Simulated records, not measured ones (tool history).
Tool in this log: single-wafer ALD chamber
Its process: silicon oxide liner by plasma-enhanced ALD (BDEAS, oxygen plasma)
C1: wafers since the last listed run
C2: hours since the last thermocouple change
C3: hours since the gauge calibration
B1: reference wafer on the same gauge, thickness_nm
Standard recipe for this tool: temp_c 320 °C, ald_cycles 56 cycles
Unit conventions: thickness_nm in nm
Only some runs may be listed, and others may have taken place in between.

{"run": 1, "hour": 0.0, "temp_c": 320, "ald_cycles": 51, "C1": 0, "C2": 796.2, "C3": 72.4, "B1": 4.433, "thickness_nm": 4.765}
{"run": 2, "hour": 15.7, "temp_c": 320, "ald_cycles": 63, "C1": 107, "C2": 811.9, "C3": 88.1, "B1": 4.43, "thickness_nm": 5.886}
{"run": 3, "hour": 22.3, "temp_c": 320, "ald_cycles": 63, "C1": 45, "C2": 818.5, "C3": 94.7, "B1": 4.431, "thickness_nm": 5.874}
{"run": 4, "hour": 28.5, "temp_c": 330, "ald_cycles": 56, "C1": 42, "C2": 824.7, "C3": 100.9, "B1": 4.437, "thickness_nm": 5.16}
{"run": 5, "hour": 45.7, "temp_c": 320, "ald_cycles": 56, "C1": 117, "C2": 841.9, "C3": 118.1, "B1": 4.437, "thickness_nm": 5.249}
{"run": 6, "hour": 63.3, "temp_c": 320, "ald_cycles": 56, "C1": 120, "C2": 859.5, "C3": 135.7, "B1": 4.44, "thickness_nm": 5.233}
{"run": 7, "hour": 70.5, "temp_c": 312, "ald_cycles": 58, "C1": 49, "C2": 866.7, "C3": 142.9, "B1": 4.441, "thickness_nm": 5.486}
{"run": 8, "hour": 83.0, "temp_c": 331, "ald_cycles": 49, "C1": 85, "C2": 879.2, "C3": 155.4, "B1": 4.441, "thickness_nm": 4.505}
{"run": 9, "hour": 91.7, "temp_c": 331, "ald_cycles": 49, "C1": 59, "C2": 887.9, "C3": 164.1, "B1": 4.449, "thickness_nm": 4.518}
{"run": 10, "hour": 98.1, "temp_c": 320, "ald_cycles": 56, "C1": 43, "C2": 894.3, "C3": 170.5, "B1": 4.447, "thickness_nm": 5.231}
{"run": 11, "hour": 112.5, "temp_c": 320, "ald_cycles": 56, "C1": 98, "C2": 908.7, "C3": 184.9, "B1": 4.447, "thickness_nm": 5.243}
{"run": 12, "hour": 124.9, "temp_c": 329, "ald_cycles": 56, "C1": 85, "C2": 921.1, "C3": 197.3, "B1": 4.451, "thickness_nm": 5.207}
{"run": 13, "hour": 132.7, "temp_c": 329, "ald_cycles": 56, "C1": 53, "C2": 928.9, "C3": 205.1, "B1": 4.448, "thickness_nm": 5.208}
{"run": 14, "hour": 145.3, "temp_c": 329, "ald_cycles": 56, "C1": 86, "C2": 941.5, "C3": 217.7, "B1": 4.457, "thickness_nm": 5.2}
{"run": 15, "hour": 153.6, "temp_c": 320, "ald_cycles": 56, "C1": 56, "C2": 949.8, "C3": 226.0, "B1": 4.458, "thickness_nm": 5.253}
{"run": 16, "hour": 159.9, "temp_c": 320, "ald_cycles": 56, "C1": 43, "C2": 956.1, "C3": 232.3, "B1": 4.459, "thickness_nm": 5.26}
{"run": 17, "hour": 181.7, "temp_c": 320, "ald_cycles": 56, "C1": 149, "C2": 977.9, "C3": 254.1, "B1": 4.47, "thickness_nm": 5.272}
{"run": 18, "hour": 188.6, "temp_c": 320, "ald_cycles": 56, "C1": 47, "C2": 984.8, "C3": 261.0, "B1": 4.469, "thickness_nm": 5.277}
{"run": 19, "hour": 199.9, "temp_c": 320, "ald_cycles": 56, "C1": 77, "C2": 996.1, "C3": 272.3, "B1": 4.47, "thickness_nm": 5.255}
{"run": 20, "hour": 207.5, "temp_c": 333, "ald_cycles": 60, "C1": 52, "C2": 1003.7, "C3": 279.9, "B1": 4.467, "thickness_nm": 5.564}
{"run": 21, "hour": 222.1, "temp_c": 320, "ald_cycles": 61, "C1": 100, "C2": 1018.3, "C3": 294.5, "B1": 4.483, "thickness_nm": 5.754}
{"run": 22, "hour": 237.8, "temp_c": 320, "ald_cycles": 67, "C1": 107, "C2": 1034.0, "C3": 310.2, "B1": 4.488, "thickness_nm": 6.335}
{"run": 23, "hour": 246.4, "temp_c": 320, "ald_cycles": 56, "C1": 58, "C2": 1042.6, "C3": 318.8, "B1": 4.49, "thickness_nm": 5.282}
{"run": 24, "hour": 259.9, "temp_c": 320, "ald_cycles": 56, "C1": 92, "C2": 1056.1, "C3": 332.3, "B1": 4.494, "thickness_nm": 5.322}
{"hour": 265.7, "done": "gauge calibrated"}
{"run": 25, "hour": 266.7, "temp_c": 335, "ald_cycles": 52, "C1": 46, "C2": 1062.9, "C3": 1.0, "B1": 4.422, "thickness_nm": 4.755}
{"run": 26, "hour": 273.4, "temp_c": 335, "ald_cycles": 52, "C1": 45, "C2": 1069.6, "C3": 7.7, "B1": 4.42, "thickness_nm": 4.749}
{"run": 27, "hour": 285.8, "temp_c": 324, "ald_cycles": 50, "C1": 85, "C2": 1082.0, "C3": 20.1, "B1": 4.42, "thickness_nm": 4.645}
{"run": 28, "hour": 302.3, "temp_c": 331, "ald_cycles": 49, "C1": 113, "C2": 1098.5, "C3": 36.6, "B1": 4.423, "thickness_nm": 4.5}
{"hour": 314.6, "done": "thermocouple changed; heater temperature recalibrated"}
{"run": 29, "hour": 319.4, "temp_c": 320, "ald_cycles": 64, "C1": 62, "C2": 4.8, "C3": 53.7, "B1": 4.424, "thickness_nm": 5.953}
{"run": 30, "hour": 332.2, "temp_c": 327, "ald_cycles": 61, "C1": 87, "C2": 17.6, "C3": 66.5, "B1": 4.423, "thickness_nm": 5.613}
{"run": 31, "hour": 345.7, "temp_c": 320, "ald_cycles": 56, "C1": 92, "C2": 31.1, "C3": 80.0, "B1": 4.422, "thickness_nm": 5.201}
{"run": 32, "hour": 361.5, "temp_c": 309, "ald_cycles": 45, "C1": 108, "C2": 46.9, "C3": 95.8, "B1": 4.428, "thickness_nm": 4.243}
{"run": 33, "hour": 373.4, "temp_c": 324, "ald_cycles": 59, "C1": 81, "C2": 58.8, "C3": 107.7, "B1": 4.434, "thickness_nm": 5.472}
{"run": 34, "hour": 385.2, "temp_c": 329, "ald_cycles": 56, "C1": 80, "C2": 70.6, "C3": 119.5, "B1": 4.43, "thickness_nm": 5.163}
{"run": 35, "hour": 394.3, "temp_c": 320, "ald_cycles": 56, "C1": 62, "C2": 79.7, "C3": 128.6, "B1": 4.43, "thickness_nm": 5.231}
{"run": 36, "hour": 406.6, "temp_c": 314, "ald_cycles": 62, "C1": 84, "C2": 92.0, "C3": 140.9, "B1": 4.433, "thickness_nm": 5.836}
{"run": 37, "hour": 416.4, "temp_c": 316, "ald_cycles": 56, "C1": 67, "C2": 101.8, "C3": 150.7, "B1": 4.433, "thickness_nm": 5.247}
{"run": 38, "hour": 425.0, "temp_c": 320, "ald_cycles": 48, "C1": 58, "C2": 110.4, "C3": 159.3, "B1": 4.439, "thickness_nm": 4.492}
{"run": 39, "hour": 433.7, "temp_c": 320, "ald_cycles": 56, "C1": 59, "C2": 119.1, "C3": 168.0, "B1": 4.435, "thickness_nm": 5.215}

Branching from run 39: 3 alternative next runs. What would each branch give?
{"run": "A", "hour": 434.2, "temp_c": 320, "ald_cycles": 56, "C1": 3, "C2": 119.6, "C3": 168.5, "B1": "?", "thickness_nm": "?"}
{"run": "B", "hour": 434.2, "temp_c": 310, "ald_cycles": 45, "C1": 3, "C2": 119.6, "C3": 168.5, "B1": "?", "thickness_nm": "?"}
{"run": "C", "hour": 434.2, "temp_c": 308, "ald_cycles": 53, "C1": 3, "C2": 119.6, "C3": 168.5, "B1": "?", "thickness_nm": "?"}

run=A B1=4.437 thickness_nm=5.218
run=B B1=4.437 thickness_nm=4.246
run=C B1=4.437 thickness_nm=5.014
Take away the tool's hidden state, keep each run's random variation, and the runs would have read:
run=A thickness_nm=5.197
run=B thickness_nm=4.229
run=C thickness_nm=4.993
